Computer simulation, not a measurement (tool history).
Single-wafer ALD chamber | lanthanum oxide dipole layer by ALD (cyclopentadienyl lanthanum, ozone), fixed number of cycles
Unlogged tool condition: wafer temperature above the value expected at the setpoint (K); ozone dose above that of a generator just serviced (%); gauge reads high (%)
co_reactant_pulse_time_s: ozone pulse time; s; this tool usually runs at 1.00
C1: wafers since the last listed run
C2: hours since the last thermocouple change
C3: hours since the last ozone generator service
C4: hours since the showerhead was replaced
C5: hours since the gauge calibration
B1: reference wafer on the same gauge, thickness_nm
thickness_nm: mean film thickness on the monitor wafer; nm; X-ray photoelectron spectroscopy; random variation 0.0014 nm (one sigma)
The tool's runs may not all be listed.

run 1 hour=0.0 | co_reactant_pulse_time_s=1.00 | C1=0 C2=1492.4 C3=1234.2 C4=6768.2 C5=231.1 | B1=0.571 | thickness_nm=0.534
run 2 hour=13.7 | co_reactant_pulse_time_s=1.00 | C1=357 C2=1506.1 C3=1247.9 C4=6781.9 C5=244.8 | B1=0.571 | thickness_nm=0.531
run 3 hour=46.6 | co_reactant_pulse_time_s=1.00 | C1=859 C2=1539.0 C3=1280.8 C4=6814.8 C5=277.7 | B1=0.571 | thickness_nm=0.533
run 4 hour=74.4 | co_reactant_pulse_time_s=1.00 | C1=726 C2=1566.8 C3=1308.6 C4=6842.6 C5=305.5 | B1=0.571 | thickness_nm=0.531
run 5 hour=94.1 | co_reactant_pulse_time_s=1.16 | C1=514 C2=1586.5 C3=1328.3 C4=6862.3 C5=325.2 | B1=0.571 | thickness_nm=0.550
run 6 hour=122.7 | co_reactant_pulse_time_s=1.16 | C1=747 C2=1615.1 C3=1356.9 C4=6890.9 C5=353.8 | B1=0.571 | thickness_nm=0.550
run 7 hour=156.3 | co_reactant_pulse_time_s=1.16 | C1=877 C2=1648.7 C3=1390.5 C4=6924.5 C5=387.4 | B1=0.571 | thickness_nm=0.551
run 8 hour=187.4 | co_reactant_pulse_time_s=0.72 | C1=812 C2=1679.8 C3=1421.6 C4=6955.6 C5=418.5 | B1=0.571 | thickness_nm=0.481
run 9 hour=199.4 | co_reactant_pulse_time_s=0.72 | C1=313 C2=1691.8 C3=1433.6 C4=6967.6 C5=430.5 | B1=0.571 | thickness_nm=0.480
run 10 hour=223.0 | co_reactant_pulse_time_s=1.13 | C1=616 C2=1715.4 C3=1457.2 C4=6991.2 C5=454.1 | B1=0.571 | thickness_nm=0.543
run 11 hour=237.5 | co_reactant_pulse_time_s=1.00 | C1=378 C2=1729.9 C3=1471.7 C4=7005.7 C5=468.6 | B1=0.571 | thickness_nm=0.529
-- hour=246.9 showerhead replaced, of another model than before
run 12 hour=268.2 | co_reactant_pulse_time_s=1.13 | C1=593 C2=1760.6 C3=1502.4 C4=21.3 C5=499.3 | B1=0.571 | thickness_nm=0.550
run 13 hour=286.2 | co_reactant_pulse_time_s=0.65 | C1=470 C2=1778.6 C3=1520.4 C4=39.3 C5=517.3 | B1=0.571 | thickness_nm=0.510
-- hour=295.8 thermocouple changed; heater temperature recalibrated
run 14 hour=308.7 | co_reactant_pulse_time_s=1.19 | C1=378 C2=12.9 C3=1542.9 C4=61.8 C5=539.8 | B1=0.571 | thickness_nm=0.553
-- hour=327.3 gauge calibrated
run 15 hour=331.8 | co_reactant_pulse_time_s=0.62 | C1=603 C2=36.0 C3=1566.0 C4=84.9 C5=4.5 | B1=0.571 | thickness_nm=0.506
run 16 hour=383.9 | co_reactant_pulse_time_s=0.62 | C1=1361 C2=88.1 C3=1618.1 C4=137.0 C5=56.6 | B1=0.571 | thickness_nm=0.505
-- hour=400.2 ozone generator serviced
run 17 hour=409.8 | co_reactant_pulse_time_s=1.21 | C1=467 C2=114.0 C3=9.6 C4=162.9 C5=82.5 | B1=0.571 | thickness_nm=0.569

Expected results for the next run?
run 18 hour=426.5 | co_reactant_pulse_time_s=0.89 | C1=436 C2=130.7 C3=26.3 C4=179.6 C5=99.2 | B1=? | thickness_nm=?

For run 18 the tool returned B1 0.571, thickness_nm 0.546 nm.
Take away the tool's hidden state, keep the run-to-run variation as it was, and the same run would have given thickness_nm 0.546 nm.
